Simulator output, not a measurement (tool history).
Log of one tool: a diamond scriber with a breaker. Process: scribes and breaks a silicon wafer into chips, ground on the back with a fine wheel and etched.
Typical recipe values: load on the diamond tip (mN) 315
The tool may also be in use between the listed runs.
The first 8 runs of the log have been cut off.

| run | hour | load on the diamond tip (mN) | incoming depth of the damage left on the back of the incoming wafer, um | depth of the median crack under the scribed line (µm) | chips rejected at inspection after the break (%) |
|---|---|---|---|---|---|
| 9 | 589.7 | 315 | 0.42 | 6.57 | 2.11 |
| 10 | 684.6 | 315 | 0.49 | 6.83 | 2.93 |
|  | 724.0 | load on the tip recalibrated |
| 11 | 751.7 | 386 | 0.53 | 7.92 | 1.49 |
| 12 | 795.2 | 315 | 0.59 | 6.15 | 5.31 |
|  | 864.9 | diamond tip replaced by a new one |
| 13 | 1016.6 | 341 | 0.74 | 7.67 | 1.90 |
| 14 | 1098.9 | 341 | 0.31 | 7.92 | 1.67 |
| 15 | 1143.5 | 341 | 0.60 | 7.24 | 1.41 |
| 16 | 1243.5 | 241 | 0.35 | 5.62 | 14.48 |
| 17 | 1289.5 | 315 | 0.55 | 6.97 | 1.84 |
| 18 | 1363.8 | 379 | 0.54 | 8.00 | 2.28 |
| 19 | 1441.4 | 268 | 0.71 | 5.74 | 12.11 |
| 20 | 1489.2 | 359 | 0.33 | 7.36 | 1.28 |
| 21 | 1551.4 | 257 | 0.79 | 5.37 | 17.53 |
|  | 1600.6 | diamond tip replaced by a new one |
| 22 | 1658.7 | 271 | 0.36 | 6.51 | 4.12 |
| 23 | 1712.0 | 238 | 0.52 | 5.74 | 11.82 |
| 24 | 1762.0 | 315 | 0.31 | 7.27 | 1.25 |
|  | 1791.6 | load on the tip recalibrated |
| 25 | 1804.2 | 361 | 0.36 | 8.26 | 2.83 |
| 26 | 1889.3 | 315 | 0.74 | 7.15 | 1.40 |
| 27 | 1937.5 | 315 | 0.44 | 7.23 | 1.38 |
| 28 | 2010.1 | 240 | 0.67 | 5.53 | 14.19 |
| 29 | 2090.4 | 348 | 0.74 | 7.31 | 1.29 |
| 30 | 2145.6 | 395 | 0.65 | 7.96 | 2.82 |

What does the tool deliver on the next run?
| 31 | 2183.0 | 315 | 0.53 | ? | ? |

Run 31 produced depth of the median crack under the scribed line (µm) 6.46, chips rejected at inspection after the break (%) 3.35.
The same run, on a tool lacking any hidden state, would have yielded depth of the median crack under the scribed line (µm) 7.11, chips rejected at inspection after the break (%) 1.40.
